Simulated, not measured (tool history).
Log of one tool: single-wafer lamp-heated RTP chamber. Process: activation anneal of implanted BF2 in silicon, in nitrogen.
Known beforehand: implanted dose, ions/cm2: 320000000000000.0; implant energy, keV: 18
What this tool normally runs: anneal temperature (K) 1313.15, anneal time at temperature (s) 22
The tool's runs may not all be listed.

run     day  anneal temperature (K)  anneal time at temperature (s)  wafers since the last listed run  wafers since the last pyrometer calibration  wafers since the reflector plate was cleaned  hours since the gauge calibration  read-back reference wafer on the same gauge, sheet resistance  sheet resistance of the implanted and annealed layer (ohm/square)
  1   0.000                 1313.15                              22                                 0                                         2101                                          9071                              846.2                                                         383.12                                                             368.24
  2   1.921                 1313.15                              22                               466                                         2568                                          9538                              892.3                                                         382.67                                                             369.45
  3   3.812                 1334.15                              22                               459                                         3027                                          9998                              937.7                                                         383.07                                                             364.08
  4   6.192                 1334.15                              22                               578                                         3606                                         10576                              994.8                                                         382.90                                                             363.87
  5   8.279                 1313.15                              22                               507                                         4113                                         11083                             1044.9                                                         382.86                                                             368.08
  6  10.929                 1313.15                              22                               644                                         4757                                         11727                             1108.5                                                         383.17                                                             367.68
  7  15.350                 1313.15                              22                              1074                                         5832                                         12802                             1214.6                                                         383.09                                                             367.42
  8  18.804                 1313.15                              22                               839                                         6671                                         13641                             1297.5                                                         383.07                                                             367.17
  9  20.975                 1313.15                              22                               527                                         7199                                         14169                             1349.6                                                         382.83                                                             366.42
 10  23.633                 1313.15                              34                               646                                         7845                                         14815                             1413.4                                                         383.03                                                             360.85
     27.467  -- reflector plate cleaned
     27.662  -- gauge calibrated
 11  27.996                 1299.15                              22                               979                                         8824                                           128                                8.0                                                         383.14                                                             369.83

Expected results for the next run?
     30.158  -- pyrometer window cleaned and pyrometer calibrated
 12  32.275                 1300.15                              22                               959                                          513                                          1087                              110.7                                                              ?                                                                  ?

read-back reference wafer on the same gauge, sheet resistance: 383.07
sheet resistance of the implanted and annealed layer (ohm/square): 370.88
Without the tool's hidden state the same run would have given sheet resistance of the implanted and annealed layer (ohm/square) 371.47.
